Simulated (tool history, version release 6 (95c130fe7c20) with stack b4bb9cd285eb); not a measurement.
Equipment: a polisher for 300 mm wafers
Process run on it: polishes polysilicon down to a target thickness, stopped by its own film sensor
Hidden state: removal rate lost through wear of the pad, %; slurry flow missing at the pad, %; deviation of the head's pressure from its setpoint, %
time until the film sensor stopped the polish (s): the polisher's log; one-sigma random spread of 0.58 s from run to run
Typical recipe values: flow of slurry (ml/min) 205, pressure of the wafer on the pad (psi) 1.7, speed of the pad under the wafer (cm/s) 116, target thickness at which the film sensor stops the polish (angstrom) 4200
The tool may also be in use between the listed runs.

run	hour	flow of slurry (ml/min)	pressure of the wafer on the pad (psi)	speed of the pad under the wafer (cm/s)	target thickness at which the film sensor stops the polish (angstrom)	wafers since the last listed run	wafers polished on this pad	hours since the slurry nozzle was cleaned	hours since the head pressure was calibrated	incoming thickness of the incoming film, nm	time until the film sensor stopped the polish (s)
1	0.0	180	1.7	134	4200	0	21	343.0	1192.3	658.6	52.1
2	16.0	205	1.7	116	4200	139	160	359.0	1208.3	655.4	58.1
3	50.3	205	1.7	116	4200	298	459	393.3	1242.6	671.8	61.6
# hour 53.3: slurry nozzle cleaned
4	83.3	205	1.7	116	4200	278	738	30.0	1275.6	665.0	58.8
5	108.0	160	1.7	116	4200	215	953	54.7	1300.3	666.0	62.2
6	137.4	160	1.7	116	4200	256	1209	84.1	1329.7	661.7	61.3
7	160.9	205	1.7	116	4200	204	1414	107.6	1353.2	665.4	60.3
# hour 184.7: worn pad replaced by a new one
8	193.6	205	1.7	116	4200	250	77	140.3	1385.9	649.6	55.1
9	205.8	205	1.7	116	3970	106	184	152.5	1398.1	662.4	65.8
10	229.9	205	1.7	116	4200	210	394	176.6	1422.2	648.9	55.9
11	247.2	205	1.7	116	4200	150	544	193.9	1439.5	670.5	61.6
12	281.5	205	1.7	116	4200	298	843	228.2	1473.8	660.1	59.4
13	309.6	205	1.7	116	4200	244	1088	256.3	1501.9	658.8	59.4
14	334.8	205	1.7	116	4200	219	1308	281.5	1527.1	659.6	59.7
# hour 359.2: worn pad replaced by a new one
15	361.3	205	1.7	116	4200	196	17	308.0	1553.6	661.6	59.2
16	373.9	205	1.7	116	4200	109	127	320.6	1566.2	668.2	61.5
17	387.4	205	1.7	116	4200	117	245	334.1	1579.7	650.4	56.9
# hour 388.6: slurry nozzle cleaned
18	412.4	205	1.7	116	4200	209	454	23.8	1604.7	667.1	61.4
19	430.2	205	1.7	116	4200	155	609	41.6	1622.5	659.4	59.7
# hour 435.3: head pressure recalibrated
20	446.9	205	1.7	116	4200	128	737	58.3	11.6	660.8	54.8
21	464.2	205	1.7	116	4200	150	888	75.6	28.9	655.0	53.7
22	493.9	275	2.1	140	3870	258	1147	105.3	58.6	649.0	42.1
23	527.5	205	1.7	84	4990	292	1440	138.9	92.2	646.9	45.9
# hour 547.5: worn pad replaced by a new one
24	548.2	205	1.7	116	4200	145	6	159.6	112.9	659.6	54.4
25	575.5	205	1.7	82	4590	237	244	186.9	140.2	655.0	64.0
26	594.6	265	1.5	116	4440	166	410	206.0	159.3	655.5	51.8
27	660.1	255	1.9	76	3990	570	981	271.5	224.8	660.4	81.8
28	675.5	160	1.9	82	4200	134	1115	286.9	240.2	652.4	73.5
29	697.8	185	1.7	116	4530	194	1309	309.2	262.5	653.3	46.8
30	714.6	205	1.7	116	4200	146	1456	326.0	279.3	658.9	55.4
# hour 742.8: worn pad replaced by a new one
31	745.0	205	1.7	116	4200	230	19	356.4	309.7	647.2	52.0
# hour 760.7: slurry nozzle cleaned
32	765.5	170	1.7	116	4200	169	189	4.8	330.2	651.1	55.2
33	791.6	205	1.7	78	4200	227	416	30.9	356.3	656.7	79.2
34	824.9	205	2.1	116	4200	290	707	64.2	389.6	667.8	50.4
35	847.9	205	2.0	116	4200	200	907	87.2	412.6	669.4	52.3
36	862.2	205	1.7	116	4200	124	1032	101.5	426.9	656.6	54.6
# hour 904.6: worn pad replaced by a new one
37	923.7	175	1.9	138	4200	501	166	163.0	488.4	655.3	45.1
38	948.7	205	1.7	116	4200	217	384	188.0	513.4	647.5	52.9

3 options for the next run, each taken on its own from the tool as it stands now. Forecast them:
A	949.1	205	1.7	116	3390	3	387	188.4	513.8	659.9	?
B	949.1	225	1.7	116	4200	3	387	188.4	513.8	659.9	?
C	949.1	205	1.7	88	3540	3	387	188.4	513.8	659.9	?

run	time until the film sensor stopped the polish (s)
A	75.1
B	55.5
C	92.8
Had the tool no hidden state, the same runs would have come out as:
run	time until the film sensor stopped the polish (s)
A	72.8
B	53.7
C	89.9
